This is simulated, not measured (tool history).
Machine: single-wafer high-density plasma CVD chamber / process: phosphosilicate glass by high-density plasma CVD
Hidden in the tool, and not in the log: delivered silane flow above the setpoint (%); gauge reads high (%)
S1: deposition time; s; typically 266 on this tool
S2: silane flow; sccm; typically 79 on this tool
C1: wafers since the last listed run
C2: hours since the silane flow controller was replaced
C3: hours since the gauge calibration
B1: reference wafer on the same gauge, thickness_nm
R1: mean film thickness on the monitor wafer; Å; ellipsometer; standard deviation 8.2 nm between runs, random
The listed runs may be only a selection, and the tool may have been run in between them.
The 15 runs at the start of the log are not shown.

run	hour	S1	S2	C1	C2	C3	B1	R1
16	1100.8	266	79	777	327.7	3448.5	2490.886	22472.00
17	1175.1	266	79	562	402.0	3522.8	2489.827	22484.23
18	1267.2	266	79	697	494.1	3614.9	2486.253	22430.22
19	1342.2	266	79	567	569.1	3689.9	2489.941	22541.16
20	1413.1	266	79	536	640.0	3760.8	2488.478	22568.97
21	1453.3	293	79	304	680.2	3801.0	2489.712	24843.88
22	1545.8	224	71	700	772.7	3893.5	2490.160	17375.23
# hour 1581.9: gauge calibrated
23	1605.0	266	79	448	831.9	23.1	2489.237	22607.66
24	1704.5	240	75	753	931.4	122.6	2490.525	19727.72
25	1812.2	239	86	815	1039.1	230.3	2488.264	21938.10
26	1876.4	266	79	486	1103.3	294.5	2490.934	22644.56
27	2157.1	238	68	2125	1384.0	575.2	2489.272	18120.99
28	2205.1	314	75	363	1432.0	623.2	2488.755	25519.21
29	2250.7	247	79	345	1477.6	668.8	2492.529	21004.49
30	2317.7	266	65	507	1544.6	735.8	2488.073	19393.27
31	2423.0	248	85	797	1649.9	841.1	2491.928	22529.90
# hour 2453.9: silane flow controller replaced
32	2530.8	266	72	755	76.9	948.9	2490.082	20686.13
33	2570.1	221	84	297	116.2	988.2	2489.386	19484.33
34	2613.2	266	79	326	159.3	1031.3	2490.653	22428.14

Run 35 has not been measured yet. What should we expect?
35	2714.9	266	79	770	261.0	1133.0	?	?

{"run 35": {"B1": 2487.695, "R1": 22392.95}}
With no hidden state in the tool, this same run would have given R1 22258.39 Å.
